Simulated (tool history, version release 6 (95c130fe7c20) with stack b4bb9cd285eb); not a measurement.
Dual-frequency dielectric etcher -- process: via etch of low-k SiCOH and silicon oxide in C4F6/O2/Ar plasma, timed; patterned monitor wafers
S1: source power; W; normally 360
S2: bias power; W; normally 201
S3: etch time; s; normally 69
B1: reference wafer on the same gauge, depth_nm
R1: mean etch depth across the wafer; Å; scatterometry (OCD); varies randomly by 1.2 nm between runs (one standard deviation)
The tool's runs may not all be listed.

run     day   S1   S2    S3     B1    R1
  1       0  360  201    69  138.9  1714
  2   1.617  360  201    69  139.3  1721
  3   3.404  360  174    69  139.1  1633
  4   4.471  360  174    69  139.4  1650
  5   7.058  360  174    69  138.9  1645
  6   8.938  360  201    69  139.2  1724
  7  11.304  340  201    69  138.8  1684
  8  13.754  360  201    69    139  1733
  9  17.012  360  201    69  139.1  1719
 10  18.738  360  201    69    139  1723
 11  20.079  400  180    69  138.9  1731
 12  21.283  360  201    69  138.9  1724
 13  22.717  330  171    80  139.2  1827
 14  30.754  360  173    69  138.6  1649
 15    32.1  360  201    69  138.9  1732
 16  38.446  360  201    61  138.7  1527
 17  39.525  440  201  61.5  139.1  1679
 18  40.738  360  201    69  138.7  1706
 19  43.767  360  246    69    139  1823
 20  46.108  450  245  55.5    139  1625
 21  49.033  360  201    69  138.7  1714
 22  51.675  360  201    63    139  1580
 23  54.458  360  201    69  139.5  1728
 24  56.217  360  214    87  138.7  2215
 25  58.558  390  201    69  138.8  1796

Taken out of this log: 8 entries between the listed runs. Where each belongs, and how the hidden state differs across it:
Between runs 2 and 3: wet clean of the chamber (day 3.383)
  both runs share identical hidden conditions
Between runs 8 and 9: wet clean of the chamber (day 16.992)
  both runs share identical hidden conditions
Between runs 13 and 14: source power generator calibrated (day 24.633); wet clean of the chamber (day 30.292)
  both runs share identical hidden conditions
Between runs 15 and 16: gauge calibrated (day 35.058); bias power generator calibrated (day 37.879)
  both runs share identical hidden conditions
Between runs 18 and 19: upper electrode replaced (day 43.746)
  both runs share identical hidden conditions
Between runs 19 and 20: wet clean of the chamber (day 44.838)
  both runs share identical hidden conditions

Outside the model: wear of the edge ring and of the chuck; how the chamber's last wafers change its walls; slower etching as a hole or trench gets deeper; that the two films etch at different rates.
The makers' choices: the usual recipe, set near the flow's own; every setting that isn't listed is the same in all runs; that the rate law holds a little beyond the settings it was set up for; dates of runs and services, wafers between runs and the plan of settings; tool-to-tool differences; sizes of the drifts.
